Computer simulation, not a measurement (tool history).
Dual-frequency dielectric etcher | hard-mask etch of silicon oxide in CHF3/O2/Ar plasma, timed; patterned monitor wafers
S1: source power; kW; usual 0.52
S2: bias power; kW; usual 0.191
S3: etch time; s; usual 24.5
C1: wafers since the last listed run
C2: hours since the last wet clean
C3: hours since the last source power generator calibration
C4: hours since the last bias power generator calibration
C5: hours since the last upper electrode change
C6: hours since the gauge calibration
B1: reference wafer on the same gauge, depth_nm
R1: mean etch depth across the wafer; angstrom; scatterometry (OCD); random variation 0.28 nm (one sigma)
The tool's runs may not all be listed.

Run 1, day 0: usual settings; C1 0; C2 646.3; C3 740; C4 4080.2; C5 1963.9; C6 840.5; B1 46.67. Result: R1 421.9 angstrom.
At day 1.525: wet clean of the chamber.
Run 2, day 2.588: usual settings; C1 359; C2 25.5; C3 802.1; C4 4142.3; C5 2026; C6 902.6; B1 46.68. Result: R1 411.6 angstrom.
Run 3, day 5.138: usual settings; C1 577; C2 86.7; C3 863.3; C4 4203.5; C5 2087.2; C6 963.8; B1 46.67. Result: R1 410.5 angstrom.
Run 4, day 7.596: usual settings; C1 556; C2 145.7; C3 922.3; C4 4262.5; C5 2146.2; C6 1022.8; B1 46.69. Result: R1 405.9 angstrom.
Run 5, day 10.388: usual settings; C1 632; C2 212.7; C3 989.3; C4 4329.5; C5 2213.2; C6 1089.8; B1 46.67. Result: R1 406.2 angstrom.
Run 6, day 13.129: usual settings but S3 27 s; C1 621; C2 278.5; C3 1055.1; C4 4395.3; C5 2279; C6 1155.6; B1 46.68. Result: R1 447.4 angstrom.
At day 15: wet clean of the chamber, repeated, since the last time left the tool worse.
Run 7, day 15.021: usual settings but S3 27 s; C1 201; C2 0.5; C3 1100.5; C4 4440.7; C5 2324.4; C6 1201; B1 46.7. Result: R1 481.2 angstrom.
Run 8, day 16.396: usual settings but S3 27 s; C1 311; C2 33.5; C3 1133.5; C4 4473.7; C5 2357.4; C6 1234; B1 46.72. Result: R1 474.8 angstrom.
Run 9, day 18.808: usual settings; C1 546; C2 91.4; C3 1191.4; C4 4531.6; C5 2415.3; C6 1291.9; B1 46.75. Result: R1 432.5 angstrom.
Run 10, day 21.808: usual settings; C1 679; C2 163.4; C3 1263.4; C4 4603.6; C5 2487.3; C6 1363.9; B1 46.69. Result: R1 430.7 angstrom.
Run 11, day 23.846: usual settings but S3 17.5 s; C1 461; C2 212.3; C3 1312.3; C4 4652.5; C5 2536.2; C6 1412.8; B1 46.71. Result: R1 309.2 angstrom.
Run 12, day 26.35: usual settings but S1 0.56 kW, S2 0.148 kW, S3 29 s; C1 567; C2 272.4; C3 1372.4; C4 4712.6; C5 2596.3; C6 1472.9; B1 46.73. Result: R1 482.9 angstrom.
Run 13, day 28.983: usual settings; C1 596; C2 335.6; C3 1435.6; C4 4775.8; C5 2659.5; C6 1536.1; B1 46.71. Result: R1 433.7 angstrom.
Run 14, day 30.888: usual settings; C1 431; C2 381.3; C3 1481.3; C4 4821.5; C5 2705.2; C6 1581.8; B1 46.66. Result: R1 424.6 angstrom.
Run 15, day 33.75: usual settings but S1 0.57 kW, S2 0.214 kW, S3 17.5 s; C1 648; C2 450; C3 1550; C4 4890.2; C5 2773.9; C6 1650.5; B1 46.75. Result: R1 322.4 angstrom.
Run 16, day 35.054: usual settings but S1 0.56 kW, S2 0.214 kW, S3 17.5 s; C1 295; C2 481.3; C3 1581.3; C4 4921.5; C5 2805.2; C6 1681.8; B1 46.75. Result: R1 320.7 angstrom.
At day 35.421: bias power generator calibrated.
At day 35.733: gauge calibrated.
Run 17, day 37.517: usual settings; C1 520; C2 540.4; C3 1640.4; C4 50.3; C5 2864.3; C6 42.8; B1 46.72. Result: R1 421.2 angstrom.
Run 18, day 39.442: usual settings but S1 0.42 kW, S2 0.204 kW, S3 29 s; C1 436; C2 586.6; C3 1686.6; C4 96.5; C5 2910.5; C6 89; B1 46.69. Result: R1 475.1 angstrom.
Run 19, day 40.812: usual settings but S1 0.59 kW, S2 0.236 kW, S3 27 s; C1 310; C2 619.5; C3 1719.5; C4 129.4; C5 2943.4; C6 121.9; B1 46.68. Result: R1 518.9 angstrom.
At day 42.046: upper electrode replaced.
At day 42.488: wet clean of the chamber.
Run 20, day 43.421: usual settings; C1 264; C2 22.4; C3 1782.1; C4 192; C5 33; C6 184.5; B1 46.69. Result: R1 434 angstrom.
Run 21, day 45.379: usual settings but S2 0.163 kW; C1 443; C2 69.4; C3 1829.1; C4 239; C5 80; C6 231.5; B1 46.69. Result: R1 410.7 angstrom.
At day 45.692: source power generator calibrated.
Run 22, day 47: usual settings; C1 329; C2 108.3; C3 31.4; C4 277.9; C5 118.9; C6 270.4; B1 46.7. Result: R1 435.6 angstrom.
Run 23, day 48.958: usual settings but S1 0.56 kW; C1 443; C2 155.3; C3 78.4; C4 324.9; C5 165.9; C6 317.4; B1 46.67. Result: R1 441.3 angstrom.
Run 24, day 51.171: usual settings but S3 19 s; C1 501; C2 208.4; C3 131.5; C4 378; C5 219; C6 370.5; B1 46.63. Result: R1 334.3 angstrom.
Run 25, day 56.775: usual settings but S1 0.63 kW; C1 1269; C2 342.9; C3 266; C4 512.5; C5 353.5; C6 505; B1 46.67. Result: R1 458.1 angstrom.
Run 26, day 64.488: usual settings but S2 0.164 kW, S3 31 s; C1 1747; C2 528; C3 451.1; C4 697.6; C5 538.6; C6 690.1; B1 46.72. Result: R1 520.2 angstrom.
Run 27, day 65.65: usual settings; C1 263; C2 555.9; C3 479; C4 725.5; C5 566.5; C6 718; B1 46.7. Result: R1 423 angstrom.
Run 28, day 67.117: usual settings but S1 0.57 kW, S2 0.214 kW, S3 17.5 s; C1 332; C2 591.1; C3 514.2; C4 760.7; C5 601.7; C6 753.2; B1 46.7. Result: R1 324.1 angstrom.

5 ways to go on from here, each from the tool as it stands after run 28. What would each give?
Run A, day 67.133: usual settings but S1 0.45 kW; C1 3; C2 591.5; C3 514.6; C4 761.1; C5 602.1; C6 753.6; B1 ?. Result: R1 ?.
Run B, day 67.133: usual settings but S1 0.42 kW, S3 31 s; C1 3; C2 591.5; C3 514.6; C4 761.1; C5 602.1; C6 753.6; B1 ?. Result: R1 ?.
Run C, day 67.133: usual settings but S1 0.46 kW, S2 0.216 kW, S3 17 s; C1 3; C2 591.5; C3 514.6; C4 761.1; C5 602.1; C6 753.6; B1 ?. Result: R1 ?.
Run D, day 67.133: usual settings but S1 0.42 kW, S2 0.209 kW, S3 18 s; C1 3; C2 591.5; C3 514.6; C4 761.1; C5 602.1; C6 753.6; B1 ?. Result: R1 ?.
Run E, day 67.133: usual settings but S1 0.64 kW; C1 3; C2 591.5; C3 514.6; C4 761.1; C5 602.1; C6 753.6; B1 ?. Result: R1 ?.

run     B1     R1
  A  46.68    400
  B  46.68  494.1
  C  46.68  289.7
  D  46.68  294.4
  E  46.68  453.2
Without the tool's hidden state the same runs would have given:
run     R1
  A  410.9
  B  507.6
  C  297.6
  D  302.4
  E  465.5
